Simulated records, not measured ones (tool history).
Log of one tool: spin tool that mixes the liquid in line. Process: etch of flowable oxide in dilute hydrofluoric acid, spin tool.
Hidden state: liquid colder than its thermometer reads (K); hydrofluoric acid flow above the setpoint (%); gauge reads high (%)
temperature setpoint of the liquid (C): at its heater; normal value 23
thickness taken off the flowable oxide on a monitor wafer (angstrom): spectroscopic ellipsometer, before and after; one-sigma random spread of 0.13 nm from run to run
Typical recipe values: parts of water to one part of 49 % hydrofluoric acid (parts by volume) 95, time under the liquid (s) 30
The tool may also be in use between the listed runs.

run     day  temperature setpoint of the liquid (C)  parts of water to one part of 49 % hydrofluoric acid (parts by volume)  time under the liquid (s)  wafers since the last listed run  hours since the thermometer was replaced  hours since the hydrofluoric acid flow meter was replaced  hours since the gauge calibration  read-back film thickness of the flowable oxide reference wafer, read on the same gauge (nm)  thickness taken off the flowable oxide on a monitor wafer (angstrom)
  1       0                                      23                                                                      95                         30                                 0                                    1517.7                                                      556.8                              330.6                                                                                          100                                                                 156.3
  2   0.654                                      23                                                                     105                         30                               263                                    1533.4                                                      572.5                              346.3                                                                                        99.96                                                                 141.4
  3   1.167                                      23                                                                      95                         25                               206                                    1545.7                                                      584.8                              358.6                                                                                       100.03                                                                   129
  4     1.9                                      23                                                                      95                         25                               295                                    1563.3                                                      602.4                              376.2                                                                                        99.99                                                                 132.9
  5   2.617                                      23                                                                      95                         25                               288                                    1580.5                                                      619.6                              393.4                                                                                        99.99                                                                 131.4
  6   2.946                                      23                                                                     110                         30                               132                                    1588.4                                                      627.5                              401.3                                                                                        99.99                                                                 134.8
  7   3.629                                      23                                                                     110                         30                               275                                    1604.8                                                      643.9                              417.7                                                                                          100                                                                 134.4
  8     4.1                                      23                                                                     110                         30                               189                                    1616.1                                                      655.2                                429                                                                                        99.99                                                                 135.2
  9   4.771                                      23                                                                      95                         30                               270                                    1632.2                                                      671.3                              445.1                                                                                       100.02                                                                 157.5
 10   5.354                                      23                                                                      95                         30                               234                                    1646.2                                                      685.3                              459.1                                                                                        99.97                                                                 156.8
 11   5.817                                    25.5                                                                      95                         30                               186                                    1657.3                                                      696.4                              470.2                                                                                          100                                                                   174
 12   6.104                                    25.5                                                                      95                         30                               115                                    1664.2                                                      703.3                              477.1                                                                                        99.96                                                                 178.1
      6.454  -- gauge calibrated
 13   7.175                                    25.5                                                                      95                         30                               431                                    1689.9                                                        729                               17.3                                                                                        99.99                                                                 174.3
 14   7.442                                      23                                                                      95                         30                               107                                    1696.3                                                      735.4                               23.7                                                                                        99.98                                                                 159.9
 15   7.892                                      23                                                                      95                         30                               181                                    1707.1                                                      746.2                               34.5                                                                                        99.96                                                                 159.7
 16   8.333                                      23                                                                     115                         30                               177                                    1717.7                                                      756.8                               45.1                                                                                       100.02                                                                 129.6
 17   8.608                                      26                                                                      60                         30                               110                                    1724.3                                                      763.4                               51.7                                                                                       100.02                                                                 301.6
 18   9.296                                      27                                                                     145                         15                               276                                    1740.8                                                      779.9                               68.2                                                                                        99.97                                                                  58.8
      9.933  -- thermometer replaced
     10.362  -- hydrofluoric acid flow meter replaced
 19  10.488                                    24.5                                                                     115                         40                               446                                      13.3                                                          3                               96.8                                                                                          100                                                                 195.3
 20  10.879                                      23                                                                      95                         30                               157                                      22.7                                                       12.4                              106.2                                                                                       100.02                                                                 169.7
 21   11.45                                    25.5                                                                      95                         30                               229                                      36.4                                                       26.1                              119.9                                                                                        99.98                                                                 189.3

Run 22, settings as shown, results not yet in. Your forecast:
 22  11.892                                      26                                                                     110                         30                               177                                        47                                                       36.7                              130.5                                                                                            ?                                                                     ?

Run 22 measured read-back film thickness of the flowable oxide reference wafer, read on the same gauge (nm) 100.01, thickness taken off the flowable oxide on a monitor wafer (angstrom) 162.6.
If the tool had no hidden condition, the same run with the same run-to-run variation would have returned thickness taken off the flowable oxide on a monitor wafer (angstrom) 138.6.
